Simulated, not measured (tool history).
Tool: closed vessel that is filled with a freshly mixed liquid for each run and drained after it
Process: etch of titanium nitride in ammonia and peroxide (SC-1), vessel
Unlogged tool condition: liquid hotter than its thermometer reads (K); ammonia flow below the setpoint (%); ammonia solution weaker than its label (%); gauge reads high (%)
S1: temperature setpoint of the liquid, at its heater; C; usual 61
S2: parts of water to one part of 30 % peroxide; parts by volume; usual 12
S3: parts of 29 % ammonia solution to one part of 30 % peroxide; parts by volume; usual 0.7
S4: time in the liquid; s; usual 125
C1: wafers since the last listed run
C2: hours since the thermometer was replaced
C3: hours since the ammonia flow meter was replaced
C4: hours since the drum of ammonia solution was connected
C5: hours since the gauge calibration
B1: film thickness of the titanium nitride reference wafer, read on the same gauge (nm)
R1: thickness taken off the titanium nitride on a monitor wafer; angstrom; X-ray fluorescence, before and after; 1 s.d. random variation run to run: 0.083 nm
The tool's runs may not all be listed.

run 1 hour=0 | S1=61 S2=12 S3=0.7 S4=125 | C1=0 C2=857.8 C3=21.8 C4=445.3 C5=258.5 | B1=139.98 | R1=223.5
run 2 hour=37 | S1=61 S2=12 S3=0.7 S4=125 | C1=4800 C2=894.8 C3=58.8 C4=482.3 C5=295.5 | B1=139.96 | R1=222.9
run 3 hour=67.6 | S1=61 S2=12 S3=0.7 S4=125 | C1=3970 C2=925.4 C3=89.4 C4=512.9 C5=326.1 | B1=140.01 | R1=222.4
-- hour=77.5 thermometer replaced
run 4 hour=110.7 | S1=61 S2=12 S3=0.5 S4=125 | C1=5462 C2=33.2 C3=132.5 C4=556 C5=369.2 | B1=139.96 | R1=210.8
-- hour=122.8 new drum of ammonia solution connected
run 5 hour=163.3 | S1=70 S2=17 S3=0.7 S4=180 | C1=6694 C2=85.8 C3=185.1 C4=40.5 C5=421.8 | B1=139.96 | R1=477.8
run 6 hour=311.8 | S1=61 S2=12 S3=0.7 S4=125 | C1=19266 C2=234.3 C3=333.6 C4=189 C5=570.3 | B1=140.03 | R1=226
run 7 hour=370.2 | S1=70 S2=12 S3=0.7 S4=125 | C1=7576 C2=292.7 C3=392 C4=247.4 C5=628.7 | B1=139.98 | R1=399.1
run 8 hour=424.5 | S1=61 S2=7 S3=0.6 S4=125 | C1=7044 C2=347 C3=446.3 C4=301.7 C5=683 | B1=140.01 | R1=288.6
run 9 hour=492.6 | S1=69.5 S2=9 S3=0.95 S4=125 | C1=8835 C2=415.1 C3=514.4 C4=369.8 C5=751.1 | B1=140.02 | R1=470.2
-- hour=516.6 ammonia flow meter replaced
run 10 hour=557.3 | S1=69.5 S2=16.5 S3=0.7 S4=105 | C1=8264 C2=479.8 C3=40.7 C4=434.5 C5=815.8 | B1=140 | R1=271.8
run 11 hour=619.4 | S1=57 S2=16 S3=0.6 S4=165 | C1=8056 C2=541.9 C3=102.8 C4=496.6 C5=877.9 | B1=140.04 | R1=188.6
run 12 hour=647.3 | S1=61 S2=7.5 S3=1 S4=125 | C1=3619 C2=569.8 C3=130.7 C4=524.5 C5=905.8 | B1=140.01 | R1=298.5
run 13 hour=693.4 | S1=54 S2=12 S3=0.7 S4=125 | C1=5980 C2=615.9 C3=176.8 C4=570.6 C5=951.9 | B1=139.96 | R1=139.6
run 14 hour=725.6 | S1=61 S2=12 S3=0.7 S4=125 | C1=4177 C2=648.1 C3=209 C4=602.8 C5=984.1 | B1=140.05 | R1=223.6
-- hour=731.3 new drum of ammonia solution connected
run 15 hour=782 | S1=61 S2=12 S3=0.6 S4=105 | C1=7187 C2=704.5 C3=265.4 C4=50.7 C5=1040.5 | B1=140 | R1=185.4
run 16 hour=808.1 | S1=61 S2=17.5 S3=1 S4=125 | C1=3386 C2=730.6 C3=291.5 C4=76.8 C5=1066.6 | B1=140.02 | R1=195.9
run 17 hour=874.2 | S1=61 S2=14.5 S3=0.7 S4=185 | C1=8575 C2=796.7 C3=357.6 C4=142.9 C5=1132.7 | B1=140.03 | R1=301
run 18 hour=925.9 | S1=53.5 S2=16 S3=0.55 S4=125 | C1=6707 C2=848.4 C3=409.3 C4=194.6 C5=1184.4 | B1=139.95 | R1=112.5
run 19 hour=957.1 | S1=67.5 S2=6.5 S3=0.7 S4=125 | C1=4047 C2=879.6 C3=440.5 C4=225.8 C5=1215.6 | B1=139.98 | R1=465.9
run 20 hour=986.4 | S1=61 S2=12 S3=0.7 S4=125 | C1=3801 C2=908.9 C3=469.8 C4=255.1 C5=1244.9 | B1=139.98 | R1=223.2
-- hour=991.1 ammonia flow meter replaced
run 21 hour=1043.8 | S1=61 S2=12 S3=0.7 S4=125 | C1=7317 C2=966.3 C3=52.7 C4=312.5 C5=1302.3 | B1=140.02 | R1=224.8
run 22 hour=1091.2 | S1=66.5 S2=7.5 S3=0.55 S4=80 | C1=6149 C2=1013.7 C3=100.1 C4=359.9 C5=1349.7 | B1=140.02 | R1=249.2
run 23 hour=1137.1 | S1=61 S2=12 S3=0.7 S4=125 | C1=5955 C2=1059.6 C3=146 C4=405.8 C5=1395.6 | B1=139.97 | R1=222.8
run 24 hour=1171.7 | S1=61 S2=12 S3=0.7 S4=125 | C1=4488 C2=1094.2 C3=180.6 C4=440.4 C5=1430.2 | B1=139.99 | R1=223.6
-- hour=1208.7 new drum of ammonia solution connected
run 25 hour=1231.2 | S1=61 S2=15.5 S3=0.7 S4=125 | C1=7589 C2=1153.7 C3=240.1 C4=22.5 C5=1489.7 | B1=140.01 | R1=197.4
run 26 hour=1270.3 | S1=54 S2=12 S3=0.7 S4=190 | C1=5072 C2=1192.8 C3=279.2 C4=61.6 C5=1528.8 | B1=139.95 | R1=216.2
-- hour=1295 thermometer replaced
run 27 hour=1329.7 | S1=68 S2=12 S3=0.7 S4=125 | C1=7576 C2=34.7 C3=338.6 C4=121 C5=1588.2 | B1=140.04 | R1=352.8

Here are 4 independent what-if runs from the current tool condition. What would each one return?
run A hour=1330.4 | S1=61 S2=12 S3=0.7 S4=125 | C1=90 C2=35.4 C3=339.3 C4=121.7 C5=1588.9 | B1=? | R1=?
run B hour=1330.4 | S1=61 S2=12 S3=1 S4=185 | C1=90 C2=35.4 C3=339.3 C4=121.7 C5=1588.9 | B1=? | R1=?
run C hour=1330.4 | S1=61 S2=12 S3=0.4 S4=125 | C1=90 C2=35.4 C3=339.3 C4=121.7 C5=1588.9 | B1=? | R1=?
run D hour=1330.4 | S1=68.5 S2=12 S3=0.7 S4=125 | C1=90 C2=35.4 C3=339.3 C4=121.7 C5=1588.9 | B1=? | R1=?

run=A B1=139.99 R1=225.3
run=B B1=139.99 R1=353.6
run=C B1=139.99 R1=204
run=D B1=139.99 R1=363.3
Stripped of hidden state, with their random variation kept, the same runs would have yielded:
run=A R1=226.4
run=B R1=355.2
run=C R1=205.1
run=D R1=365.1
